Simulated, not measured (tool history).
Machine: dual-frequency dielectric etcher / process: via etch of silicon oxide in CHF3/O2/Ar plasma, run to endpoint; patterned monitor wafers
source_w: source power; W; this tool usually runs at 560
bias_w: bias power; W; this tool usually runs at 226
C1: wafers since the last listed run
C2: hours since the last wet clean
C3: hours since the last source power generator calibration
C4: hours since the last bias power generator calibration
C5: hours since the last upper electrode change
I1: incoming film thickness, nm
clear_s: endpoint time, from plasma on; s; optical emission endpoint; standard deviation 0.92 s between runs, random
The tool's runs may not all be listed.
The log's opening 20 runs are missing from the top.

Run 21, hour 255: usual settings but source_w 440 W, bias_w 245 W; C1 55; C2 25.2; C3 22.1; C4 85.4; C5 6483; I1 518.2. Result: clear_s 270.9 s.
Run 22, hour 263.1: usual settings; C1 51; C2 33.3; C3 30.2; C4 93.5; C5 6491.1; I1 515.5. Result: clear_s 251.3 s.
Run 23, hour 301.4: usual settings but source_w 660 W; C1 243; C2 71.6; C3 68.5; C4 131.8; C5 6529.4; I1 515. Result: clear_s 234.7 s.
Run 24, hour 314.5: usual settings but source_w 440 W, bias_w 210 W; C1 83; C2 84.7; C3 81.6; C4 144.9; C5 6542.5; I1 523.3. Result: clear_s 294.8 s.
At hour 341.2: upper electrode replaced.
Run 25, hour 341.7: usual settings but source_w 470 W, bias_w 196 W; C1 20; C2 111.9; C3 108.8; C4 172.1; C5 0.5; I1 517.1. Result: clear_s 292.8 s.
Run 26, hour 342.1: usual settings but bias_w 254 W; C1 2; C2 112.3; C3 109.2; C4 172.5; C5 0.9; I1 518.2. Result: clear_s 242 s.
Run 27, hour 350.9: usual settings but source_w 460 W; C1 55; C2 121.1; C3 118; C4 181.3; C5 9.7; I1 515.9. Result: clear_s 277.1 s.
Run 28, hour 363.7: usual settings but source_w 440 W, bias_w 245 W; C1 81; C2 133.9; C3 130.8; C4 194.1; C5 22.5; I1 517.3. Result: clear_s 272.9 s.
Run 29, hour 378.4: usual settings but source_w 660 W, bias_w 199 W; C1 93; C2 148.6; C3 145.5; C4 208.8; C5 37.2; I1 515.2. Result: clear_s 248 s.
Run 30, hour 389.8: usual settings but source_w 650 W, bias_w 254 W; C1 72; C2 160; C3 156.9; C4 220.2; C5 48.6; I1 520.8. Result: clear_s 226.9 s.
Run 31, hour 402.9: usual settings but source_w 440 W, bias_w 210 W; C1 83; C2 173.1; C3 170; C4 233.3; C5 61.7; I1 511.9. Result: clear_s 289.5 s.
Run 32, hour 419.7: usual settings but bias_w 256 W; C1 106; C2 189.9; C3 186.8; C4 250.1; C5 78.5; I1 519.7. Result: clear_s 243.9 s.
Run 33, hour 430.4: usual settings; C1 68; C2 200.6; C3 197.5; C4 260.8; C5 89.2; I1 517.5. Result: clear_s 254.5 s.

Predict the results of run 34:
Run 34, hour 442.1: usual settings but source_w 450 W, bias_w 201 W; C1 74; C2 212.3; C3 209.2; C4 272.5; C5 100.9; I1 521.9. Result: clear_s ?.

For run 34 the tool returned clear_s 299.5 s.
Minus the tool's unlogged condition, the same run would have read clear_s 294.7 s.
